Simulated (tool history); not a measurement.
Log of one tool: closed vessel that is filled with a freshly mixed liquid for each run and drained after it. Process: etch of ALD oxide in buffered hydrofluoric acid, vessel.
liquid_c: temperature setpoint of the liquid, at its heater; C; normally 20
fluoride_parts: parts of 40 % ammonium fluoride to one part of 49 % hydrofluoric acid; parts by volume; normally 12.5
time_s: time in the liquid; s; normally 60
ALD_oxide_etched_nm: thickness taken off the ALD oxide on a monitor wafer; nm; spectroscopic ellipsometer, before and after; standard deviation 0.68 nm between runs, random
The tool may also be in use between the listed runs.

run    hour  liquid_c  fluoride_parts  time_s  wafers since the last listed run  hours since the thermometer was replaced  hours since the hydrofluoric acid flow meter was replaced  hours since the gauge calibration  read-back film thickness of the ALD oxide reference wafer, read on the same gauge (nm)  ALD_oxide_etched_nm
  1       0        20            12.5      70                                 0                                       312                                                      199.1                               42.2                                                                                   59.99               126.92
  2    47.6        20            12.5      60                              5048                                     359.6                                                      246.7                               89.8                                                                                      60               108.46
  3     101        20            12.5      60                              5663                                       413                                                      300.1                              143.2                                                                                   59.99               110.85
  4   130.1        20            12.5      60                              3086                                     442.1                                                      329.2                              172.3                                                                                   60.01               110.72
  5     164        21            12.5      60                              3595                                       476                                                      363.1                              206.2                                                                                   60.01               117.48
  6   297.6        21            12.5      60                             14169                                     609.6                                                      496.7                              339.8                                                                                   59.99               120.68
  7   325.4        19            12.5      60                              2948                                     637.4                                                      524.5                              367.6                                                                                      60               108.53
  8   352.7        19            12.5      60                              2895                                     664.7                                                      551.8                              394.9                                                                                   60.01               109.95
  9   390.8        19            12.5      60                              4040                                     702.8                                                      589.9                                433                                                                                   60.02               108.83
        406  -- thermometer replaced
 10   430.4        20            12.5      60                              4093                                      24.4                                                      629.5                              472.6                                                                                   60.01               109.11
 11   486.5        20            12.5      60                              5949                                      80.5                                                      685.6                              528.7                                                                                   60.01               109.49
 12   522.9        20            12.5      60                              3860                                     116.9                                                        722                              565.1                                                                                      60               110.99
 13   553.9        20            12.5      60                              3287                                     147.9                                                        753                              596.1                                                                                   60.02               111.68
 14   609.4        20            12.5      60                              5886                                     203.4                                                      808.5                              651.6                                                                                   59.99               112.34
 15   660.8      17.5             9.5      75                              5451                                     254.8                                                      859.9                                703                                                                                   59.99               156.34
 16   685.1        20             7.5      45                              2577                                     279.1                                                      884.2                              727.3                                                                                      60               139.09
 17   731.3        22            12.5      60                              4899                                     325.3                                                      930.4                              773.5                                                                                   59.99               127.66
      760.3  -- hydrofluoric acid flow meter replaced
 18     797        22            12.5      50                              6862                                       391                                                       36.7                              839.2                                                                                   60.02                99.74
 19   826.7        20            12.5      60                              3149                                     420.7                                                       66.4                              868.9                                                                                   60.01               106.11
 20   890.6        20            12.5      60                              6777                                     484.6                                                      130.3                              932.8                                                                                      60               109.84
 21   927.3        20            17.5      60                              3892                                     521.3                                                        167                              969.5                                                                                   60.01                77.82
      940.8  -- gauge calibrated
 22   965.8        20             7.5      45                              4083                                     559.8                                                      205.5                                 25                                                                                   60.04               134.56
     1008.7  -- thermometer replaced
 23    1011      21.5              11      70                              4687                                       2.3                                                      250.7                               70.2                                                                                      60               152.86
 24    1075      17.5            12.5      60                              6787                                      66.3                                                      314.7                              134.2                                                                                   59.97                92.53
 25  1124.3        20            12.5      60                              5228                                     115.6                                                        364                              183.5                                                                                      60               105.61
 26  1176.2        20            14.5      60                              5504                                     167.5                                                      415.9                              235.4                                                                                      60                94.78
 27  1239.6      17.5            12.5      50                              6724                                     230.9                                                      479.3                              298.8                                                                                   59.96                78.78
 28  1269.8      23.5             9.5      95                              3202                                     261.1                                                      509.5                                329                                                                                      60                268.8

Pick out some run-to-run changes in ALD_oxide_etched_nm. Of each, how much would a tool without hidden state show as well, from the settings, what came in and chance, and how much is left for the hidden state and any gauge scatter not in both results compared?
What the log doesn't record here: liquid hotter than its thermometer reads (K); hydrofluoric acid flow above the setpoint (%); gauge reads high (%).
Run 17 -> 18: time_s 60 -> 50, hydrofluoric acid flow meter replaced. ALD_oxide_etched_nm -27.92 nm: hidden state -9.25, all else -18.67.
Run 23 -> 24: liquid_c 21.5 -> 17.5, fluoride_parts 11 -> 12.5, time_s 70 -> 60. ALD_oxide_etched_nm -60.33 nm: hidden state -0.62, all else -59.71.
Run 27 -> 28: liquid_c 17.5 -> 23.5, fluoride_parts 12.5 -> 9.5, time_s 50 -> 95. ALD_oxide_etched_nm +190.02 nm: hidden state +9.93, all else +180.09.
